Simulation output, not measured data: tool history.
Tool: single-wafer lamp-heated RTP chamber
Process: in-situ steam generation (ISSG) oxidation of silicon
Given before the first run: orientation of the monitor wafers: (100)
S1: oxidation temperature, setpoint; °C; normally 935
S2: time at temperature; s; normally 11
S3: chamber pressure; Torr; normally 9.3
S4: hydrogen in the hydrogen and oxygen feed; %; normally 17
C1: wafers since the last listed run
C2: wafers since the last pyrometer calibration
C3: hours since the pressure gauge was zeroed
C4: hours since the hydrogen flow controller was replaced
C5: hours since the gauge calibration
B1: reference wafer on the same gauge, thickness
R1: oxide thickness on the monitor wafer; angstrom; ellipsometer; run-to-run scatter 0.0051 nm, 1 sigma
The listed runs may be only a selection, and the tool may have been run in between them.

| run | day | S1 | S2 | S3 | S4 | C1 | C2 | C3 | C4 | C5 | B1 | R1 |
|---|---|---|---|---|---|---|---|---|---|---|---|---|
| 1 | 0 | 935 | 11 | 9.3 | 17 | 0 | 723 | 3726.7 | 3695.1 | 101.1 | 3.051 | 33.84 |
| 2 | 1.346 | 935 | 11 | 9.3 | 17 | 523 | 1247 | 3759 | 3727.4 | 133.4 | 3.05 | 34.02 |
| 3 | 2.838 | 935 | 9 | 9 | 17 | 580 | 1828 | 3794.8 | 3763.2 | 169.2 | 3.05 | 31.72 |
| 4 | 4.021 | 935 | 9 | 9 | 17 | 460 | 2288 | 3823.2 | 3791.6 | 197.6 | 3.051 | 31.94 |
| 5 | 5.083 | 935 | 9 | 9 | 17 | 413 | 2702 | 3848.7 | 3817.1 | 223.1 | 3.05 | 31.87 |
| 6 | 6.117 | 935 | 11 | 9.9 | 17 | 402 | 3104 | 3873.5 | 3841.9 | 247.9 | 3.049 | 33.85 |
|  | 6.596 | pyrometer window cleaned and pyrometer calibrated |
| 7 | 7.033 | 935 | 11 | 9.9 | 17 | 227 | 170 | 3895.5 | 3863.9 | 269.9 | 3.05 | 33.6 |
|  | 8.492 | pressure gauge zeroed |
| 8 | 8.512 | 935 | 11 | 8.8 | 17 | 445 | 616 | 0.5 | 3899.4 | 305.4 | 3.05 | 34.15 |
| 9 | 9.288 | 942 | 11 | 9.3 | 17 | 301 | 918 | 19.1 | 3918 | 324 | 3.05 | 34.55 |
| 10 | 10.2 | 935 | 11 | 9.7 | 17 | 355 | 1273 | 41 | 3939.9 | 345.9 | 3.05 | 33.89 |
| 11 | 10.988 | 935 | 11 | 9.7 | 17 | 306 | 1579 | 59.9 | 3958.8 | 364.8 | 3.05 | 33.87 |
| 12 | 11.662 | 935 | 8 | 9.3 | 17 | 262 | 1842 | 76.1 | 3975 | 381 | 3.049 | 30.37 |
| 13 | 12.883 | 935 | 8 | 9.3 | 17 | 475 | 2317 | 105.4 | 4004.3 | 410.3 | 3.051 | 30.5 |
|  | 14 | pyrometer window cleaned and pyrometer calibrated |
|  | 16.158 | gauge calibrated |
| 14 | 16.546 | 935 | 11 | 8.8 | 17 | 1295 | 990 | 193.3 | 4092.2 | 9.3 | 3.05 | 34.16 |
| 15 | 17.533 | 935 | 11 | 9.9 | 17 | 384 | 1374 | 217 | 4115.9 | 33 | 3.049 | 33.77 |
|  | 18.825 | hydrogen flow controller replaced |
| 16 | 18.846 | 935 | 11 | 9.3 | 17 | 381 | 1756 | 248.5 | 0.5 | 64.5 | 3.049 | 34.1 |
| 17 | 19.183 | 919 | 11 | 9.3 | 20 | 131 | 1887 | 256.6 | 8.6 | 72.6 | 3.051 | 34.24 |
| 18 | 20.292 | 922 | 15 | 8 | 14 | 431 | 2318 | 283.2 | 35.2 | 99.2 | 3.05 | 35.88 |
| 19 | 20.896 | 922 | 11 | 8.3 | 22 | 235 | 2553 | 297.7 | 49.7 | 113.7 | 3.05 | 35.77 |
|  | 21.662 | pyrometer window cleaned and pyrometer calibrated |
| 20 | 21.683 | 935 | 10 | 9.3 | 24 | 176 | 7 | 316.6 | 68.6 | 132.6 | 3.051 | 35.55 |
| 21 | 22.567 | 935 | 11 | 8.6 | 17 | 343 | 351 | 337.8 | 89.8 | 153.8 | 3.05 | 34.12 |
| 22 | 23.625 | 935 | 13 | 10.1 | 17 | 411 | 763 | 363.2 | 115.2 | 179.2 | 3.05 | 35.62 |
| 23 | 24.162 | 942 | 11 | 9.3 | 17 | 209 | 972 | 376.1 | 128.1 | 192.1 | 3.05 | 34.48 |
| 24 | 24.858 | 922 | 11 | 10.1 | 17 | 270 | 1243 | 392.8 | 144.8 | 208.8 | 3.05 | 32.71 |
| 25 | 25.662 | 947 | 9 | 9.3 | 17 | 312 | 1556 | 412.1 | 164.1 | 228.1 | 3.05 | 32.49 |
| 26 | 27.05 | 935 | 11 | 9.3 | 11 | 540 | 2096 | 445.4 | 197.4 | 261.4 | 3.05 | 31.02 |
| 27 | 27.654 | 935 | 11 | 9.3 | 17 | 235 | 2331 | 459.9 | 211.9 | 275.9 | 3.049 | 34.08 |
| 28 | 28.729 | 917 | 14 | 8.5 | 17 | 418 | 2749 | 485.7 | 237.7 | 301.7 | 3.051 | 36.09 |
| 29 | 29.592 | 941 | 11 | 8.5 | 17 | 335 | 3085 | 506.4 | 258.4 | 322.4 | 3.051 | 34.9 |
|  | 30.329 | pyrometer window cleaned and pyrometer calibrated |
| 30 | 30.362 | 948 | 11 | 9.3 | 17 | 170 | 13 | 524.9 | 276.9 | 340.9 | 3.05 | 34.85 |
| 31 | 31.562 | 935 | 11 | 9.3 | 17 | 467 | 480 | 553.7 | 305.7 | 369.7 | 3.049 | 33.96 |
| 32 | 33.021 | 954 | 9 | 9.3 | 17 | 567 | 1048 | 588.7 | 340.7 | 404.7 | 3.05 | 32.86 |

Here are 3 independent what-if runs from the current tool condition. What would each one return?
| A | 33.038 | 935 | 11 | 9.3 | 25 | 6 | 1054 | 589.1 | 341.1 | 405.1 | ? | ? |
| B | 33.038 | 924 | 11 | 9.3 | 11 | 6 | 1054 | 589.1 | 341.1 | 405.1 | ? | ? |
| C | 33.038 | 935 | 13 | 9.3 | 17 | 6 | 1054 | 589.1 | 341.1 | 405.1 | ? | ? |

| run | B1 | R1 |
|---|---|---|
| A | 3.05 | 37.25 |
| B | 3.05 | 30.19 |
| C | 3.05 | 36.12 |
Take away the tool's hidden state, keep each run's random variation, and the runs would have read:
| run | R1 |
|---|---|
| A | 37.11 |
| B | 30.09 |
| C | 35.98 |
